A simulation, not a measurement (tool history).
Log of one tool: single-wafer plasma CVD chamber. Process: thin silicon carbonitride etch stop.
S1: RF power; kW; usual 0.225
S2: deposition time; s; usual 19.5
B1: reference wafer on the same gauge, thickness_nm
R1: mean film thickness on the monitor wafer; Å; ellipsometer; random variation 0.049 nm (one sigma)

{"run": 1, "day": 0.0, "S1": 0.225, "S2": 19.5, "B1": 11.001, "R1": 121.28}
{"run": 2, "day": 0.962, "S1": 0.225, "S2": 19.5, "B1": 11.009, "R1": 120.28}
{"run": 3, "day": 2.183, "S1": 0.225, "S2": 19.5, "B1": 11.001, "R1": 120.65}
{"run": 4, "day": 3.583, "S1": 0.215, "S2": 18.0, "B1": 10.972, "R1": 108.83}
{"run": 5, "day": 5.042, "S1": 0.215, "S2": 18.0, "B1": 11.016, "R1": 109.05}
{"run": 6, "day": 6.4, "S1": 0.225, "S2": 19.5, "B1": 11.013, "R1": 120.98}
{"run": 7, "day": 7.65, "S1": 0.225, "S2": 19.5, "B1": 10.996, "R1": 120.64}
{"run": 8, "day": 8.604, "S1": 0.24, "S2": 22.6, "B1": 11.002, "R1": 143.41}
{"run": 9, "day": 9.812, "S1": 0.24, "S2": 22.6, "B1": 11.017, "R1": 142.92}
{"run": 10, "day": 10.8, "S1": 0.225, "S2": 19.5, "B1": 11.008, "R1": 120.41}
{"run": 11, "day": 11.75, "S1": 0.225, "S2": 19.5, "B1": 11.011, "R1": 119.55}
{"run": 12, "day": 12.992, "S1": 0.2, "S2": 19.5, "B1": 10.992, "R1": 113.23}
{"day": 13.829, "done": "RF generator calibrated"}
{"run": 13, "day": 13.962, "S1": 0.225, "S2": 19.5, "B1": 11.009, "R1": 117.98}
{"run": 14, "day": 14.546, "S1": 0.19, "S2": 21.5, "B1": 11.002, "R1": 120.93}
{"day": 15.679, "done": "thermocouple changed; heater temperature recalibrated"}
{"run": 15, "day": 18.325, "S1": 0.205, "S2": 23.0, "B1": 11.008, "R1": 132.99}
{"run": 16, "day": 19.183, "S1": 0.185, "S2": 17.6, "B1": 10.998, "R1": 97.18}
{"run": 17, "day": 20.292, "S1": 0.2, "S2": 23.3, "B1": 10.999, "R1": 133.05}
{"run": 18, "day": 21.012, "S1": 0.225, "S2": 19.5, "B1": 10.995, "R1": 117.0}
{"day": 21.688, "done": "gauge calibrated"}
{"run": 19, "day": 22.358, "S1": 0.24, "S2": 19.5, "B1": 11.007, "R1": 121.96}
{"day": 23.171, "done": "showerhead replaced"}
{"run": 20, "day": 23.725, "S1": 0.265, "S2": 16.6, "B1": 10.986, "R1": 107.69}
{"run": 21, "day": 24.808, "S1": 0.205, "S2": 19.5, "B1": 11.023, "R1": 112.92}
{"run": 22, "day": 25.475, "S1": 0.21, "S2": 17.7, "B1": 10.99, "R1": 104.68}
{"day": 26.358, "done": "RF generator calibrated, repeated, since the last time left the tool worse"}
{"run": 23, "day": 26.375, "S1": 0.21, "S2": 19.5, "B1": 10.996, "R1": 119.78}
{"run": 24, "day": 27.817, "S1": 0.185, "S2": 19.5, "B1": 10.988, "R1": 112.64}
{"run": 25, "day": 29.079, "S1": 0.225, "S2": 19.5, "B1": 11.013, "R1": 123.3}
{"run": 26, "day": 30.567, "S1": 0.21, "S2": 17.7, "B1": 11.004, "R1": 109.48}
{"run": 27, "day": 31.546, "S1": 0.19, "S2": 16.6, "B1": 10.975, "R1": 97.32}
{"run": 28, "day": 32.854, "S1": 0.225, "S2": 19.5, "B1": 10.982, "R1": 122.98}
{"run": 29, "day": 33.875, "S1": 0.225, "S2": 19.5, "B1": 10.992, "R1": 123.81}
{"run": 30, "day": 34.946, "S1": 0.2, "S2": 23.3, "B1": 10.978, "R1": 140.78}
{"run": 31, "day": 35.833, "S1": 0.25, "S2": 17.8, "B1": 11.004, "R1": 118.89}
{"run": 32, "day": 36.371, "S1": 0.225, "S2": 19.5, "B1": 10.999, "R1": 123.72}
{"run": 33, "day": 37.842, "S1": 0.225, "S2": 19.5, "B1": 11.011, "R1": 125.04}
{"run": 34, "day": 39.246, "S1": 0.225, "S2": 15.9, "B1": 10.979, "R1": 101.4}

Forecast each of these 5 alternatives for the next run:
{"run": "A", "day": 39.262, "S1": 0.225, "S2": 19.5, "B1": "?", "R1": "?"}
{"run": "B", "day": 39.262, "S1": 0.19, "S2": 19.5, "B1": "?", "R1": "?"}
{"run": "C", "day": 39.262, "S1": 0.195, "S2": 22.0, "B1": "?", "R1": "?"}
{"run": "D", "day": 39.262, "S1": 0.195, "S2": 21.9, "B1": "?", "R1": "?"}
{"run": "E", "day": 39.262, "S1": 0.27, "S2": 22.3, "B1": "?", "R1": "?"}

run=A B1=11.004 R1=123.77
run=B B1=11.004 R1=114.34
run=C B1=11.004 R1=130.65
run=D B1=11.004 R1=130.05
run=E B1=11.004 R1=153.07
Without the tool's hidden state the same runs would have given:
run=A R1=123.91
run=B R1=114.47
run=C R1=130.80
run=D R1=130.20
run=E R1=153.25

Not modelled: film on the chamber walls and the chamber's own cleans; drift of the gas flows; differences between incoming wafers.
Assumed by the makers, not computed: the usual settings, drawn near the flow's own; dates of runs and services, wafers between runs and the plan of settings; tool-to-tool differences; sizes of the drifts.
